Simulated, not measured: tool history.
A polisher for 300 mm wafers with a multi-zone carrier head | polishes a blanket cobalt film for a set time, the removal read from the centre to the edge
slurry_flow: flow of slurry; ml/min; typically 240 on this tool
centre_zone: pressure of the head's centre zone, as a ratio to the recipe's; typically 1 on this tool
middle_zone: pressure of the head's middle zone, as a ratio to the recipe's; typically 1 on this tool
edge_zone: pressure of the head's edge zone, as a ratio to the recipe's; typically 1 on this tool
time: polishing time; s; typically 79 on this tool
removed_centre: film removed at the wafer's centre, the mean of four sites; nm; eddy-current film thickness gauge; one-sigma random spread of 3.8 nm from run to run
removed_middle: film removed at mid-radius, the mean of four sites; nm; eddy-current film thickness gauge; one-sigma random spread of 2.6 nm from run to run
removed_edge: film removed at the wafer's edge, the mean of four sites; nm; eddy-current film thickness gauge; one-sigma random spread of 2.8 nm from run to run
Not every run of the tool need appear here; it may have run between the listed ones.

| run | hour | slurry_flow | centre_zone | middle_zone | edge_zone | time | wafers since the last listed run | wafers polished on this pad | hours since the slurry nozzle was cleaned | hours since the centre zone pressure was calibrated | hours since the edge zone pressure was calibrated | hours since the carrier head's membrane was replaced | incoming thickness of the incoming film, nm | removed_centre | removed_middle | removed_edge |
|---|---|---|---|---|---|---|---|---|---|---|---|---|---|---|---|---|
| 1 | 0 | 240 | 1 | 1 | 1 | 79 | 0 | 643 | 58.6 | 284.2 | 770 | 1344.9 | 1411.9 | 268.9 | 281.3 | 278.2 |
| 2 | 66.3 | 240 | 1 | 1 | 1 | 79 | 447 | 1091 | 124.9 | 350.5 | 836.3 | 1411.2 | 1409.7 | 270 | 281.5 | 276.6 |
| 3 | 124.9 | 240 | 1 | 1 | 1 | 79 | 395 | 1487 | 183.5 | 409.1 | 894.9 | 1469.8 | 1417.6 | 268.1 | 279.4 | 273.5 |
| 4 | 153.7 | 240 | 1 | 1.04 | 1 | 79 | 194 | 1682 | 212.3 | 437.9 | 923.7 | 1498.6 | 1406.6 | 269.4 | 291.5 | 273 |
| 5 | 189.3 | 240 | 1 | 1.04 | 1 | 79 | 240 | 1922 | 247.9 | 473.5 | 959.3 | 1534.2 | 1434.4 | 263.5 | 282.2 | 272.6 |
| 6 | 220.8 | 240 | 1 | 1 | 1 | 79 | 212 | 2135 | 279.4 | 505 | 990.8 | 1565.7 | 1407.2 | 268.1 | 272.8 | 273.6 |
|  | 224.9 | worn pad replaced by a new one |
|  | 226.5 | centre zone pressure recalibrated |
| 7 | 250.3 | 240 | 1 | 1 | 1 | 79 | 160 | 160 | 308.9 | 23.8 | 1020.3 | 1595.2 | 1427.7 | 274.6 | 285.9 | 285.1 |
| 8 | 309.1 | 240 | 1 | 1 | 1 | 103 | 397 | 557 | 367.7 | 82.6 | 1079.1 | 1654 | 1409.3 | 350.9 | 371 | 370.9 |
|  | 448.3 | carrier head's membrane replaced by a new one |
| 9 | 448.8 | 240 | 1 | 0.95 | 1 | 79 | 910 | 1467 | 507.4 | 222.3 | 1218.8 | 0.5 | 1387.7 | 268.7 | 267.2 | 279.4 |
| 10 | 508.2 | 240 | 1 | 1 | 1 | 57 | 401 | 1869 | 566.8 | 281.7 | 1278.2 | 59.9 | 1435.6 | 191 | 199 | 200.5 |
|  | 525.7 | slurry nozzle cleaned |
| 11 | 549 | 240 | 1 | 0.95 | 1 | 79 | 268 | 2138 | 23.3 | 322.5 | 1319 | 100.7 | 1415.9 | 268.8 | 258.9 | 273.4 |
|  | 561.8 | edge zone pressure recalibrated |
| 12 | 604.2 | 240 | 1 | 1 | 1 | 79 | 359 | 2497 | 78.5 | 377.7 | 42.4 | 155.9 | 1407.2 | 255.8 | 267.2 | 267.6 |
|  | 644.8 | worn pad replaced by a new one |
| 13 | 658.2 | 265 | 1.07 | 0.89 | 1 | 79 | 337 | 90 | 132.5 | 431.7 | 96.4 | 209.9 | 1437.9 | 293.7 | 261.3 | 281.7 |
| 14 | 725.6 | 240 | 1 | 1 | 1.04 | 56 | 455 | 545 | 199.9 | 499.1 | 163.8 | 277.3 | 1421.8 | 191.5 | 199.8 | 204.2 |
| 15 | 756.2 | 240 | 1 | 1 | 1 | 79 | 206 | 752 | 230.5 | 529.7 | 194.4 | 307.9 | 1409.5 | 274.7 | 279.4 | 281.5 |
| 16 | 823.8 | 195 | 1 | 1 | 1 | 62 | 456 | 1209 | 298.1 | 597.3 | 262 | 375.5 | 1440.2 | 206.3 | 214.3 | 217.2 |
|  | 858.8 | centre zone pressure recalibrated |
| 17 | 862.3 | 270 | 1 | 1 | 1.04 | 64 | 246 | 1456 | 336.6 | 3.5 | 300.5 | 414 | 1407.5 | 213.9 | 231.1 | 231.3 |
| 18 | 917 | 240 | 1 | 0.91 | 0.9 | 79 | 369 | 1825 | 391.3 | 58.2 | 355.2 | 468.7 | 1423.7 | 263.3 | 257.1 | 262.5 |
| 19 | 985.9 | 240 | 1 | 1.11 | 0.92 | 79 | 465 | 2291 | 460.2 | 127.1 | 424.1 | 537.6 | 1416.9 | 262.5 | 297.6 | 259.5 |
|  | 1019.9 | worn pad replaced by a new one |
| 20 | 1053.8 | 240 | 1 | 1.06 | 1.11 | 69 | 431 | 229 | 528.1 | 195 | 492 | 605.5 | 1427.1 | 240.6 | 259.3 | 260 |
|  | 1096.2 | slurry nozzle cleaned |
| 21 | 1103 | 265 | 1 | 1 | 1 | 104 | 325 | 554 | 6.8 | 244.2 | 541.2 | 654.7 | 1404.5 | 365.4 | 375.6 | 374.5 |
| 22 | 1130.4 | 240 | 1 | 0.96 | 1.05 | 56 | 185 | 739 | 34.2 | 271.6 | 568.6 | 682.1 | 1395.4 | 193.1 | 193.1 | 206.2 |

4 options for the next run, each taken on its own from the tool as it stands now. Forecast them:
| A | 1130.9 | 240 | 1 | 1 | 1 | 53 | 3 | 743 | 34.7 | 272.1 | 569.1 | 682.6 | 1416.6 | ? | ? | ? |
| B | 1130.9 | 240 | 1 | 1 | 1.04 | 79 | 3 | 743 | 34.7 | 272.1 | 569.1 | 682.6 | 1416.6 | ? | ? | ? |
| C | 1130.9 | 240 | 1 | 1 | 0.95 | 70 | 3 | 743 | 34.7 | 272.1 | 569.1 | 682.6 | 1416.6 | ? | ? | ? |
| D | 1130.9 | 240 | 0.96 | 0.9 | 1.05 | 79 | 3 | 743 | 34.7 | 272.1 | 569.1 | 682.6 | 1416.6 | ? | ? | ? |

| run | removed_centre | removed_middle | removed_edge |
|---|---|---|---|
| A | 179.4 | 189.2 | 188.5 |
| B | 267.5 | 282 | 286.4 |
| C | 237 | 249.9 | 243 |
| D | 256.5 | 258.3 | 288.2 |
The same runs, with their run-to-run variation unchanged, on a tool lacking any hidden condition would have given:
| run | removed_centre | removed_middle | removed_edge |
|---|---|---|---|
| A | 180.8 | 190.7 | 189.9 |
| B | 269.5 | 284.2 | 288.6 |
| C | 238.8 | 251.8 | 244.8 |
| D | 258.4 | 260.2 | 290.3 |

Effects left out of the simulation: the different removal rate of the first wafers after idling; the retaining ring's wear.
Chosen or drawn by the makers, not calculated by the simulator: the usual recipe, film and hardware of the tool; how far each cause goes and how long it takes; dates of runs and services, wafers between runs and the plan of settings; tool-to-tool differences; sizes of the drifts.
